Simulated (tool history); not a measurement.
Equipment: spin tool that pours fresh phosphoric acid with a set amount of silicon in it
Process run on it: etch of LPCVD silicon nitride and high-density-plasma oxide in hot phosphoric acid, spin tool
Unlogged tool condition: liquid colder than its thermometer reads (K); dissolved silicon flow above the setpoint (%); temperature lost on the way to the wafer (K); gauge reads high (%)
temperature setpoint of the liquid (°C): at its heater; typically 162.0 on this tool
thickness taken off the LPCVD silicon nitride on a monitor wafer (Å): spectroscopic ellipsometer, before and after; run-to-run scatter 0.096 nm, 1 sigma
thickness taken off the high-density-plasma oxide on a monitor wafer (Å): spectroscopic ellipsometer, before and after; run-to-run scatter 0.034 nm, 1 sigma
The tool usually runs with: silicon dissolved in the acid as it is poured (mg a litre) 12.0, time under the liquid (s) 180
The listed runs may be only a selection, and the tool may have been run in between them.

run	hour	temperature setpoint of the liquid (°C)	silicon dissolved in the acid as it is poured (mg a litre)	time under the liquid (s)	wafers since the last listed run	hours since the thermometer was replaced	hours since the dissolved silicon flow meter was replaced	hours since the heated supply line was repaired	hours since the gauge calibration	read-back film thickness of the LPCVD silicon nitride reference wafer, read on the same gauge (nm)	read-back film thickness of the high-density-plasma oxide reference wafer, read on the same gauge (nm)	thickness taken off the LPCVD silicon nitride on a monitor wafer (Å)	thickness taken off the high-density-plasma oxide on a monitor wafer (Å)
1	0.0	163.5	12.0	180	0	651.5	607.1	2460.6	151.2	130.02	130.004	148.4	4.11
2	32.6	160.0	16.0	180	245	684.1	639.7	2493.2	183.8	130.00	130.012	129.7	2.65
3	51.0	162.0	4.5	180	138	702.5	658.1	2511.6	202.2	129.98	130.036	138.9	4.56
4	74.2	162.0	12.0	180	174	725.7	681.3	2534.8	225.4	130.00	129.977	138.3	3.75
# hour 93.4: thermometer replaced
5	97.2	162.0	12.0	180	165	3.8	704.3	2557.8	248.4	130.00	129.991	152.0	4.54
6	110.6	162.0	12.0	180	100	17.2	717.7	2571.2	261.8	130.03	130.024	151.6	4.17
7	145.1	162.0	12.0	95	259	51.7	752.2	2605.7	296.3	130.00	129.995	78.8	2.23
# hour 172.3: heated supply line repaired
8	176.4	162.0	12.0	95	228	83.0	783.5	4.1	327.6	130.00	129.986	88.2	3.12
9	203.3	165.0	7.0	260	202	109.9	810.4	31.0	354.5	129.99	130.029	270.6	10.33
10	225.1	162.0	3.0	275	164	131.7	832.2	52.8	376.3	130.03	130.020	252.9	9.56
11	250.9	162.0	12.0	180	194	157.5	858.0	78.6	402.1	129.98	130.005	167.8	5.33
12	281.3	160.0	6.0	115	228	187.9	888.4	109.0	432.5	129.99	130.031	99.5	3.24
# hour 332.5: gauge calibrated
# hour 337.2: dissolved silicon flow meter replaced
13	361.2	162.0	12.0	260	594	267.8	24.0	188.9	28.7	129.98	130.023	237.0	8.01
14	381.4	163.0	15.0	180	152	288.0	44.2	209.1	48.9	129.99	129.985	168.8	5.21
15	404.0	160.5	16.5	285	170	310.6	66.8	231.7	71.5	130.00	130.047	247.4	5.74
16	436.2	164.5	12.0	75	242	342.8	99.0	263.9	103.7	130.00	129.994	72.4	2.61
17	459.1	162.0	16.0	180	172	365.7	121.9	286.8	126.6	129.99	130.050	162.0	4.48
18	494.8	163.5	12.0	180	268	401.4	157.6	322.5	162.3	130.01	130.035	167.9	5.38
19	509.6	164.0	8.0	235	111	416.2	172.4	337.3	177.1	130.01	130.023	224.2	8.22
20	529.7	162.0	12.0	180	151	436.3	192.5	357.4	197.2	129.99	130.023	158.2	5.22
21	565.7	162.0	12.0	180	271	472.3	228.5	393.4	233.2	130.01	130.020	157.7	4.67
22	585.6	162.0	9.0	180	149	492.2	248.4	413.3	253.1	129.98	129.993	157.7	4.99

Below are 3 alternative next runs, each starting from the tool's condition after run 22. Predict each:
A	586.1	162.0	12.0	210	3	492.7	248.9	413.8	253.6	?	?	?	?
B	586.1	162.0	15.0	180	3	492.7	248.9	413.8	253.6	?	?	?	?
C	586.1	163.5	8.5	140	3	492.7	248.9	413.8	253.6	?	?	?	?

run	read-back film thickness of the LPCVD silicon nitride reference wafer, read on the same gauge (nm)	read-back film thickness of the high-density-plasma oxide reference wafer, read on the same gauge (nm)	thickness taken off the LPCVD silicon nitride on a monitor wafer (Å)	thickness taken off the high-density-plasma oxide on a monitor wafer (Å)
A	129.97	129.997	183.8	5.84
B	129.97	129.997	157.6	4.65
C	129.97	129.997	128.9	4.70
Without the tool's unlogged condition, the same runs would have read:
run	thickness taken off the LPCVD silicon nitride on a monitor wafer (Å)	thickness taken off the high-density-plasma oxide on a monitor wafer (Å)
A	198.6	6.92
B	170.2	5.52
C	139.1	5.57

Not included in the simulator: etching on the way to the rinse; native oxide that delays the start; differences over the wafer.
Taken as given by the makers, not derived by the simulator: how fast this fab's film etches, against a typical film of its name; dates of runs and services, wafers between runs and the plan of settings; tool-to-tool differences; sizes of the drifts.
